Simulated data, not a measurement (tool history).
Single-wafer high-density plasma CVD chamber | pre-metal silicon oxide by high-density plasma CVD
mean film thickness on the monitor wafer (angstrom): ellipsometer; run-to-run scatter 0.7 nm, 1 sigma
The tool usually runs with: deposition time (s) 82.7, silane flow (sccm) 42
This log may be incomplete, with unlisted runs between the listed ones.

run,hour,deposition time (s),silane flow (sccm),"read-back reference wafer on the same gauge, thickness_nm",mean film thickness on the monitor wafer (angstrom)
1,0.0,82.7,42,312.986,3495.10
# hour 4.9: gauge calibrated
2,13.4,82.7,42,312.984,3499.78
3,27.2,82.7,42,313.044,3501.93
4,40.6,82.7,42,313.037,3501.47
5,55.2,82.7,42,313.010,3504.87
6,69.3,76.8,39,312.954,3024.92
7,75.8,76.8,39,312.954,3025.91
8,84.7,76.8,39,312.840,3040.09
9,100.8,82.7,42,312.887,3508.61
10,114.8,82.7,36,312.984,3018.80
11,122.7,82.7,36,312.988,3006.63
12,130.2,82.7,36,312.940,3002.71
13,138.1,82.7,42,312.985,3528.46
14,146.9,82.7,42,312.987,3529.33
15,162.7,82.7,42,313.027,3517.34
16,171.7,82.7,42,313.081,3531.73
17,189.3,82.7,42,313.004,3519.40
18,202.9,82.7,42,313.141,3525.95
19,216.0,82.7,42,312.969,3527.99
# hour 228.1: silane flow controller replaced
20,230.0,82.7,47,313.056,3740.03
21,246.8,82.7,42,312.979,3342.91
22,254.0,76.1,49,312.932,3587.47
23,264.3,74.7,37,312.996,2669.77
# hour 267.3: gauge calibrated
24,274.3,76.4,35,312.973,2582.99
25,282.2,86.9,42,313.001,3522.69
26,299.5,74.7,39,313.109,2809.92
27,306.4,66.3,46,312.967,2949.83
28,317.9,82.7,42,313.099,3368.22
29,326.3,82.7,48,313.011,3832.15
30,338.9,94.3,35,312.931,3172.12
31,345.9,82.7,42,313.097,3357.24
32,361.0,67.2,35,313.172,2270.92
33,373.5,87.2,44,312.893,3696.56
34,387.0,82.7,42,312.956,3353.08
35,400.1,93.3,45,313.103,4044.07

Here are 5 independent what-if runs from the current tool condition. What would each one return?
A,400.5,82.7,38,?,?
B,400.5,77.6,46,?,?
C,400.5,66.4,38,?,?
D,400.5,86.8,50,?,?
E,400.5,75.1,42,?,?

run,"read-back reference wafer on the same gauge, thickness_nm",mean film thickness on the monitor wafer (angstrom)
A,312.981,3037.37
B,312.981,3450.07
C,312.981,2438.71
D,312.981,4194.68
E,312.981,3048.58
Without the tool's hidden state the same runs would have given:
run,mean film thickness on the monitor wafer (angstrom)
A,3041.02
B,3454.22
C,2441.64
D,4199.72
E,3052.25

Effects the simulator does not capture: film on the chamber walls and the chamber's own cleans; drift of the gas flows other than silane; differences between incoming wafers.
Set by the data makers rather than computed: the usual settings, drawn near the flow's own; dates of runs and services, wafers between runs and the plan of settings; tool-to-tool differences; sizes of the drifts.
